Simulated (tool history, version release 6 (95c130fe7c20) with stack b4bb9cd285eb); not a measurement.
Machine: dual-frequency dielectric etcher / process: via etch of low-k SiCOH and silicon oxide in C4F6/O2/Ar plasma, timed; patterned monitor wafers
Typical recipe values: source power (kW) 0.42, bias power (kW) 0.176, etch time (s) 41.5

run,day,source power (kW),bias power (kW),etch time (s),"read-back reference wafer on the same gauge, depth_nm",mean etch depth across the wafer (angstrom)
1,0,0.42,0.194,41.5,96.9,1069
2,1.217,0.42,0.194,41.5,97,1069
3,2.129,0.42,0.176,41.5,96.9,1042
4,3.358,0.42,0.176,41.5,96.9,1046
5,4.112,0.42,0.176,41.5,97,1042
6,4.629,0.42,0.176,32,96.9,806
7,5.746,0.42,0.176,32,97,803
8,6.246,0.42,0.176,41.5,97,1036
9,6.846,0.42,0.176,41.5,97,1046
10,7.371,0.42,0.176,41.5,97.1,1044
11,7.996,0.42,0.176,41.5,97,1040
12,8.65,0.42,0.149,41.5,97,1009
# day 11.067: wet clean of the chamber
13,11.088,0.42,0.176,41.5,97,1036
14,11.212,0.42,0.176,41.5,96.9,1040
# day 11.45: source power generator calibrated
# day 12.308: upper electrode replaced
15,13.629,0.42,0.176,41.5,96.9,1037
16,14.217,0.42,0.176,41.5,97,1036
17,14.958,0.42,0.202,45,97,1166
18,15.612,0.38,0.214,41.5,97,1037
19,16.3,0.33,0.203,41.5,97,957
20,16.958,0.42,0.176,49,97,1234
# day 17.458: bias power generator calibrated
21,17.875,0.47,0.146,49.5,97,1265
# day 18.467: gauge calibrated
22,19.017,0.5,0.164,32,97,859
23,22.796,0.42,0.176,41.5,97,1040
24,23.538,0.36,0.161,50.5,97,1153
25,24.604,0.5,0.207,41.5,97,1175

What was the tool's hidden state at every run in the log?
etch rate over this chamber's usual, %: 0 across all the runs
source power that arrives over what is set, %: 0 across all the runs
bias power that arrives over what is set, %: 0 across all the runs
gauge reads high (%): 0 across all the runs

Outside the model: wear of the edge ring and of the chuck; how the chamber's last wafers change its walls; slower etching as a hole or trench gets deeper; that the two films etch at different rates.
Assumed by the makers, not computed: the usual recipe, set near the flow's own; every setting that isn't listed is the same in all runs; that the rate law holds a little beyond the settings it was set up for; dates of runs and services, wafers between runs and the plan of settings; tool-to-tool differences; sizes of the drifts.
